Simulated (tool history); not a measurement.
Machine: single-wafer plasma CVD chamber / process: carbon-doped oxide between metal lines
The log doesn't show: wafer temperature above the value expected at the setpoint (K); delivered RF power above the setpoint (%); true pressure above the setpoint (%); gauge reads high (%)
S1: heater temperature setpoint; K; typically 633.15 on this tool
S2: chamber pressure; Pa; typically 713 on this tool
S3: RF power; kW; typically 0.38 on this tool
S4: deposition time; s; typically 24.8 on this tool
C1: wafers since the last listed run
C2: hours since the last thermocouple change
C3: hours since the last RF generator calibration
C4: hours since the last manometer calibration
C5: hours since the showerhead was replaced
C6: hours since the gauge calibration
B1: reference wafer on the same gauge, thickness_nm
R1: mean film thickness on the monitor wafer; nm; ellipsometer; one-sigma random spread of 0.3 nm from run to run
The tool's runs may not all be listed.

run 1 hour=0 | S1=633.15 S2=713 S3=0.38 S4=24.8 | C1=0 C2=109.9 C3=441.2 C4=47.4 C5=4144.1 C6=2765.4 | B1=105.024 | R1=109.396
-- hour=37.5 gauge calibrated
run 2 hour=42.7 | S1=633.15 S2=713 S3=0.38 S4=24.8 | C1=1059 C2=152.6 C3=483.9 C4=90.1 C5=4186.8 C6=5.2 | B1=105 | R1=110.219
run 3 hour=107.5 | S1=633.15 S2=625 S3=0.38 S4=21.1 | C1=1608 C2=217.4 C3=548.7 C4=154.9 C5=4251.6 C6=70 | B1=104.984 | R1=91.575
run 4 hour=138.2 | S1=633.15 S2=553 S3=0.445 S4=24.8 | C1=762 C2=248.1 C3=579.4 C4=185.6 C5=4282.3 C6=100.7 | B1=105.046 | R1=112.994
-- hour=157 showerhead replaced
run 5 hour=268 | S1=633.15 S2=781 S3=0.38 S4=24.8 | C1=3023 C2=377.9 C3=709.2 C4=315.4 C5=111 C6=230.5 | B1=105.028 | R1=110.867
run 6 hour=337.4 | S1=647.15 S2=544 S3=0.38 S4=24.8 | C1=1722 C2=447.3 C3=778.6 C4=384.8 C5=180.4 C6=299.9 | B1=104.907 | R1=101.402
run 7 hour=362.2 | S1=633.15 S2=713 S3=0.305 S4=24.8 | C1=615 C2=472.1 C3=803.4 C4=409.6 C5=205.2 C6=324.7 | B1=105.074 | R1=99.381
run 8 hour=404.6 | S1=633.15 S2=781 S3=0.38 S4=24.8 | C1=1052 C2=514.5 C3=845.8 C4=452 C5=247.6 C6=367.1 | B1=105.029 | R1=111.432
run 9 hour=443.6 | S1=633.15 S2=641 S3=0.38 S4=24.8 | C1=968 C2=553.5 C3=884.8 C4=491 C5=286.6 C6=406.1 | B1=104.903 | R1=107.765
-- hour=494.3 RF generator calibrated
run 10 hour=506.1 | S1=644.15 S2=855 S3=0.425 S4=24.8 | C1=1352 C2=616 C3=11.8 C4=553.5 C5=349.1 C6=468.6 | B1=104.867 | R1=115.655
run 11 hour=533.6 | S1=633.15 S2=713 S3=0.36 S4=24.8 | C1=682 C2=643.5 C3=39.3 C4=581 C5=376.6 C6=496.1 | B1=105.011 | R1=107.281
run 12 hour=580.1 | S1=633.15 S2=713 S3=0.38 S4=26.1 | C1=1154 C2=690 C3=85.8 C4=627.5 C5=423.1 C6=542.6 | B1=104.989 | R1=115.547
run 13 hour=632.2 | S1=644.15 S2=831 S3=0.355 S4=27.3 | C1=1293 C2=742.1 C3=137.9 C4=679.6 C5=475.2 C6=594.7 | B1=104.997 | R1=116.133
run 14 hour=690 | S1=633.15 S2=769 S3=0.435 S4=23 | C1=1434 C2=799.9 C3=195.7 C4=737.4 C5=533 C6=652.5 | B1=105.025 | R1=110.056
run 15 hour=724.1 | S1=627.15 S2=713 S3=0.4 S4=28.6 | C1=846 C2=834 C3=229.8 C4=771.5 C5=567.1 C6=686.6 | B1=105.068 | R1=131.481
run 16 hour=752.7 | S1=622.15 S2=713 S3=0.43 S4=21.1 | C1=709 C2=862.6 C3=258.4 C4=800.1 C5=595.7 C6=715.2 | B1=104.967 | R1=102.641
run 17 hour=819.9 | S1=633.15 S2=831 S3=0.335 S4=24.8 | C1=1667 C2=929.8 C3=325.6 C4=867.3 C5=662.9 C6=782.4 | B1=104.998 | R1=106.49
run 18 hour=891.3 | S1=633.15 S2=713 S3=0.38 S4=24.8 | C1=1772 C2=1001.2 C3=397 C4=938.7 C5=734.3 C6=853.8 | B1=104.954 | R1=109.828
run 19 hour=926 | S1=620.15 S2=825 S3=0.38 S4=24.8 | C1=861 C2=1035.9 C3=431.7 C4=973.4 C5=769 C6=888.5 | B1=104.933 | R1=115.88
run 20 hour=959.2 | S1=633.15 S2=713 S3=0.38 S4=24.8 | C1=824 C2=1069.1 C3=464.9 C4=1006.6 C5=802.2 C6=921.7 | B1=105.056 | R1=109.847
run 21 hour=1006 | S1=620.15 S2=713 S3=0.38 S4=24.8 | C1=1161 C2=1115.9 C3=511.7 C4=1053.4 C5=849 C6=968.5 | B1=104.954 | R1=113.602
run 22 hour=1044.8 | S1=633.15 S2=713 S3=0.38 S4=24.8 | C1=963 C2=1154.7 C3=550.5 C4=1092.2 C5=887.8 C6=1007.3 | B1=104.981 | R1=110.445
run 23 hour=1075.3 | S1=633.15 S2=584 S3=0.38 S4=24.8 | C1=757 C2=1185.2 C3=581 C4=1122.7 C5=918.3 C6=1037.8 | B1=105.034 | R1=106.33

Estimate the outcome of run 24 from the log above:
run 24 hour=1110.7 | S1=633.15 S2=713 S3=0.38 S4=24.8 | C1=878 C2=1220.6 C3=616.4 C4=1158.1 C5=953.7 C6=1073.2 | B1=? | R1=?

Run 24 produced B1 105.04, R1 110.878 nm.
If the tool had no hidden condition, the same run with the same run-to-run variation would have returned R1 110.188 nm.
